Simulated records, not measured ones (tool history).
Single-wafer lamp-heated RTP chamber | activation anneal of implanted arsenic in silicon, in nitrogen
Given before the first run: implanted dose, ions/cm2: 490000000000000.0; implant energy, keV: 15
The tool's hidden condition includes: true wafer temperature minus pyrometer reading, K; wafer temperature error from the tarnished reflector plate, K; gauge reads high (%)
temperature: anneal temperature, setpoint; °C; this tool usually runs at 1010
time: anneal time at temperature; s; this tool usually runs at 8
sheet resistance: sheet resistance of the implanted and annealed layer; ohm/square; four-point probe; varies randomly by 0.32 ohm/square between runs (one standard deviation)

run	day	temperature	time	wafers since the last listed run	wafers since the last pyrometer calibration	wafers since the reflector plate was cleaned	hours since the gauge calibration	read-back reference wafer on the same gauge, sheet resistance	sheet resistance
1	0.000	1010	8	0	4283	5063	292.0	200.99	214.03
2	1.062	1010	8	305	4589	5368	317.5	201.01	213.03
3	2.288	1010	8	352	4942	5721	346.9	200.98	212.76
4	3.183	990	8	257	5200	5979	368.4	201.05	215.02
5	4.638	990	8	418	5619	6398	403.3	200.97	215.08
6	5.704	990	8	307	5926	6705	428.9	200.97	215.27
7	6.517	1010	8	233	6160	6939	448.4	200.97	212.99
8	7.646	1010	8	325	6485	7264	475.5	201.04	212.97
9	8.517	1010	9	250	6735	7514	496.4	201.01	212.01
# day 9.038: gauge calibrated
10	9.492	1034	10	280	7016	7795	10.9	200.95	207.94
# day 10.608: pyrometer window cleaned and pyrometer calibrated
11	13.538	999	5	1068	843	8864	108.0	200.96	216.15
# day 14.321: pyrometer window cleaned and pyrometer calibrated, repeated, since the last time left the tool worse
# day 14.542: reflector plate cleaned
12	14.562	998	13	135	6	6	132.6	201.01	212.25
13	17.088	1010	8	726	733	733	193.2	201.04	214.09
14	18.425	1010	4	385	1118	1118	225.3	200.98	217.09
15	19.262	1010	8	241	1359	1359	245.4	200.95	213.88
16	19.792	990	8	152	1511	1511	258.1	200.98	215.50
17	20.992	980	11	345	1857	1857	286.9	200.94	214.70

Predict each of these 5 candidate next runs independently; none follows another, all start after run 17:
A	21.008	1010	8	4	1861	1861	287.3	?	?
B	21.008	992	8	4	1861	1861	287.3	?	?
C	21.008	1039	12	4	1861	1861	287.3	?	?
D	21.008	996	4	4	1861	1861	287.3	?	?
E	21.008	1010	5	4	1861	1861	287.3	?	?

run	read-back reference wafer on the same gauge, sheet resistance	sheet resistance
A	200.96	213.79
B	200.96	215.57
C	200.96	207.01
D	200.96	218.86
E	200.96	216.21
What these runs would have given with no unlogged condition in the tool:
run	sheet resistance
A	214.01
B	215.76
C	207.39
D	219.09
E	216.42

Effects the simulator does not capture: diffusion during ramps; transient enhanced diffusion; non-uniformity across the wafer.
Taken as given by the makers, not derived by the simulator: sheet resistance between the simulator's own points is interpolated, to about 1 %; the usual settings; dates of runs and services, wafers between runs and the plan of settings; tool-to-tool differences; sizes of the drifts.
